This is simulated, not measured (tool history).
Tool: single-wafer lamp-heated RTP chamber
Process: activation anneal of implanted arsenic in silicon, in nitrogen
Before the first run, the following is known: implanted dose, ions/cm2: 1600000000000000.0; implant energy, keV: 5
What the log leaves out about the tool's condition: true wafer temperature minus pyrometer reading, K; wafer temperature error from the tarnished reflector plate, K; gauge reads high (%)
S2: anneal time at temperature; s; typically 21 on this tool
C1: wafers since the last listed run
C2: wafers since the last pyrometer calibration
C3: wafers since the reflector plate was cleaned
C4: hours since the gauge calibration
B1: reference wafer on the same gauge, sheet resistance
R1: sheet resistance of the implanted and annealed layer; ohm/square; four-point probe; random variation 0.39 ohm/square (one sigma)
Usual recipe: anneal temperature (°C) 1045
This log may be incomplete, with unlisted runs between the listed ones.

{"run": 1, "hour": 0.0, "anneal temperature (°C)": 1045, "S2": 21, "C1": 0, "C2": 2636, "C3": 7906, "C4": 959, "B1": 106.07, "R1": 98.96}
{"run": 2, "hour": 85.9, "anneal temperature (°C)": 1030, "S2": 24, "C1": 1768, "C2": 4405, "C3": 9675, "C4": 1044.9, "B1": 106.01, "R1": 106.11}
{"hour": 176.3, "done": "reflector plate cleaned"}
{"run": 3, "hour": 192.1, "anneal temperature (°C)": 1030, "S2": 24, "C1": 2021, "C2": 6427, "C3": 324, "C4": 1151.1, "B1": 106.06, "R1": 107.38}
{"hour": 244.8, "done": "pyrometer window cleaned and pyrometer calibrated"}
{"run": 4, "hour": 293.8, "anneal temperature (°C)": 1030, "S2": 24, "C1": 1929, "C2": 1008, "C3": 2253, "C4": 1252.8, "B1": 106.02, "R1": 105.89}
{"run": 5, "hour": 365.7, "anneal temperature (°C)": 1045, "S2": 16, "C1": 1480, "C2": 2489, "C3": 3734, "C4": 1324.7, "B1": 105.99, "R1": 106.63}
{"run": 6, "hour": 427.0, "anneal temperature (°C)": 1045, "S2": 16, "C1": 1262, "C2": 3751, "C3": 4996, "C4": 1386, "B1": 106.01, "R1": 105.62}
{"run": 7, "hour": 504.3, "anneal temperature (°C)": 1024, "S2": 15, "C1": 1591, "C2": 5342, "C3": 6587, "C4": 1463.3, "B1": 106.14, "R1": 126.13}
{"run": 8, "hour": 553.9, "anneal temperature (°C)": 1045, "S2": 21, "C1": 1021, "C2": 6363, "C3": 7608, "C4": 1512.9, "B1": 105.97, "R1": 97.94}
{"hour": 558.8, "done": "gauge calibrated"}
{"hour": 587.6, "done": "pyrometer window cleaned and pyrometer calibrated"}
{"run": 9, "hour": 621.2, "anneal temperature (°C)": 1045, "S2": 21, "C1": 1220, "C2": 691, "C3": 8829, "C4": 62.4, "B1": 105.95, "R1": 98.68}
{"run": 10, "hour": 674.9, "anneal temperature (°C)": 1045, "S2": 21, "C1": 1105, "C2": 1797, "C3": 9935, "C4": 116.1, "B1": 105.96, "R1": 98.27}
{"hour": 735.1, "done": "reflector plate cleaned"}
{"run": 11, "hour": 735.6, "anneal temperature (°C)": 1045, "S2": 21, "C1": 1085, "C2": 2882, "C3": 9, "C4": 176.8, "B1": 105.91, "R1": 101.06}
{"run": 12, "hour": 773.3, "anneal temperature (°C)": 1045, "S2": 21, "C1": 776, "C2": 3658, "C3": 785, "C4": 214.5, "B1": 106.07, "R1": 100.08}
{"run": 13, "hour": 878.5, "anneal temperature (°C)": 1045, "S2": 21, "C1": 2166, "C2": 5824, "C3": 2951, "C4": 319.7, "B1": 106.05, "R1": 99.48}
{"run": 14, "hour": 940.5, "anneal temperature (°C)": 1045, "S2": 21, "C1": 1276, "C2": 7100, "C3": 4228, "C4": 381.7, "B1": 106.09, "R1": 99.17}
{"hour": 964.3, "done": "pyrometer window cleaned and pyrometer calibrated"}
{"run": 15, "hour": 1027.2, "anneal temperature (°C)": 1068, "S2": 21, "C1": 1620, "C2": 1295, "C3": 5848, "C4": 468.4, "B1": 106.03, "R1": 87.51}
{"run": 16, "hour": 1111.6, "anneal temperature (°C)": 1045, "S2": 21, "C1": 1737, "C2": 3033, "C3": 7586, "C4": 552.8, "B1": 106.06, "R1": 99.68}
{"run": 17, "hour": 1166.4, "anneal temperature (°C)": 1035, "S2": 21, "C1": 1128, "C2": 4161, "C3": 8714, "C4": 607.6, "B1": 105.98, "R1": 105.15}

Run 18, settings as shown, results not yet in. Your forecast:
{"run": 18, "hour": 1233.4, "anneal temperature (°C)": 1016, "S2": 15, "C1": 1379, "C2": 5541, "C3": 10094, "C4": 674.6, "B1": "?", "R1": "?"}

B1: 105.94
R1: 134.76 ohm/square
On a tool with no hidden condition, and with the same random variation, this run would have come out at R1 138.16 ohm/square.
